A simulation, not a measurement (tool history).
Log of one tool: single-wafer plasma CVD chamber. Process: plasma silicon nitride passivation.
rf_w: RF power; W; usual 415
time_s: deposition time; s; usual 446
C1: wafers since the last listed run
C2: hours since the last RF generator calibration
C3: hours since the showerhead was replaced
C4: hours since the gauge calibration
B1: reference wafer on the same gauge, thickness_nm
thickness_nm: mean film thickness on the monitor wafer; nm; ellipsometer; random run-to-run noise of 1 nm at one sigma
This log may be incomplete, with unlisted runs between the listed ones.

run 1 hour=0.0 | rf_w=415 time_s=515 | C1=0 C2=1973.9 C3=6861.3 C4=131.0 | B1=756.848 | thickness_nm=776.140
run 2 hour=11.9 | rf_w=415 time_s=515 | C1=57 C2=1985.8 C3=6873.2 C4=142.9 | B1=756.872 | thickness_nm=775.824
run 3 hour=20.9 | rf_w=415 time_s=515 | C1=43 C2=1994.8 C3=6882.2 C4=151.9 | B1=756.786 | thickness_nm=774.409
run 4 hour=32.1 | rf_w=385 time_s=446 | C1=54 C2=2006.0 C3=6893.4 C4=163.1 | B1=756.068 | thickness_nm=664.040
run 5 hour=38.4 | rf_w=385 time_s=446 | C1=30 C2=2012.3 C3=6899.7 C4=169.4 | B1=755.782 | thickness_nm=663.549
run 6 hour=54.0 | rf_w=460 time_s=446 | C1=75 C2=2027.9 C3=6915.3 C4=185.0 | B1=755.148 | thickness_nm=681.776
run 7 hour=71.2 | rf_w=460 time_s=446 | C1=83 C2=2045.1 C3=6932.5 C4=202.2 | B1=754.875 | thickness_nm=681.208
-- hour=86.0 RF generator calibrated
-- hour=87.2 gauge calibrated
run 8 hour=88.0 | rf_w=415 time_s=513 | C1=42 C2=2.0 C3=6949.3 C4=0.8 | B1=760.989 | thickness_nm=775.662
run 9 hour=101.6 | rf_w=415 time_s=513 | C1=65 C2=15.6 C3=6962.9 C4=14.4 | B1=760.093 | thickness_nm=775.178
run 10 hour=115.1 | rf_w=415 time_s=446 | C1=65 C2=29.1 C3=6976.4 C4=27.9 | B1=760.325 | thickness_nm=674.334
run 11 hour=133.0 | rf_w=470 time_s=407 | C1=86 C2=47.0 C3=6994.3 C4=45.8 | B1=759.493 | thickness_nm=630.150
-- hour=141.4 showerhead replaced
run 12 hour=141.9 | rf_w=335 time_s=528 | C1=4 C2=55.9 C3=0.5 C4=54.7 | B1=759.293 | thickness_nm=772.984
run 13 hour=156.3 | rf_w=415 time_s=446 | C1=69 C2=70.3 C3=14.9 C4=69.1 | B1=758.480 | thickness_nm=672.728
run 14 hour=165.3 | rf_w=335 time_s=413 | C1=43 C2=79.3 C3=23.9 C4=78.1 | B1=758.118 | thickness_nm=603.308
run 15 hour=172.6 | rf_w=475 time_s=408 | C1=35 C2=86.6 C3=31.2 C4=85.4 | B1=758.262 | thickness_nm=629.275
run 16 hour=188.9 | rf_w=415 time_s=446 | C1=79 C2=102.9 C3=47.5 C4=101.7 | B1=757.411 | thickness_nm=672.359
run 17 hour=198.5 | rf_w=335 time_s=501 | C1=46 C2=112.5 C3=57.1 C4=111.3 | B1=757.313 | thickness_nm=732.177
run 18 hour=212.3 | rf_w=450 time_s=446 | C1=66 C2=126.3 C3=70.9 C4=125.1 | B1=756.875 | thickness_nm=680.604
run 19 hour=221.6 | rf_w=415 time_s=419 | C1=45 C2=135.6 C3=80.2 C4=134.4 | B1=756.673 | thickness_nm=632.308
run 20 hour=229.7 | rf_w=335 time_s=501 | C1=39 C2=143.7 C3=88.3 C4=142.5 | B1=756.522 | thickness_nm=729.529

The logged runs with the hidden state left out (each run's random variation unchanged):
The tool's hidden condition here consists of: delivered RF power above the setpoint (%); gauge reads high (%).
run=1 thickness_nm=780.264
run=2 thickness_nm=780.320
run=3 thickness_nm=779.178
run=4 thickness_nm=668.431
run=5 thickness_nm=668.106
run=6 thickness_nm=686.890
run=7 thickness_nm=686.794
run=8 thickness_nm=775.915
run=9 thickness_nm=775.853
run=10 thickness_nm=675.287
run=11 thickness_nm=631.492
run=12 thickness_nm=774.907
run=13 thickness_nm=674.792
run=14 thickness_nm=605.377
run=15 thickness_nm=631.618
run=16 thickness_nm=675.305
run=17 thickness_nm=735.669
run=18 thickness_nm=684.230
run=19 thickness_nm=635.913
run=20 thickness_nm=733.929

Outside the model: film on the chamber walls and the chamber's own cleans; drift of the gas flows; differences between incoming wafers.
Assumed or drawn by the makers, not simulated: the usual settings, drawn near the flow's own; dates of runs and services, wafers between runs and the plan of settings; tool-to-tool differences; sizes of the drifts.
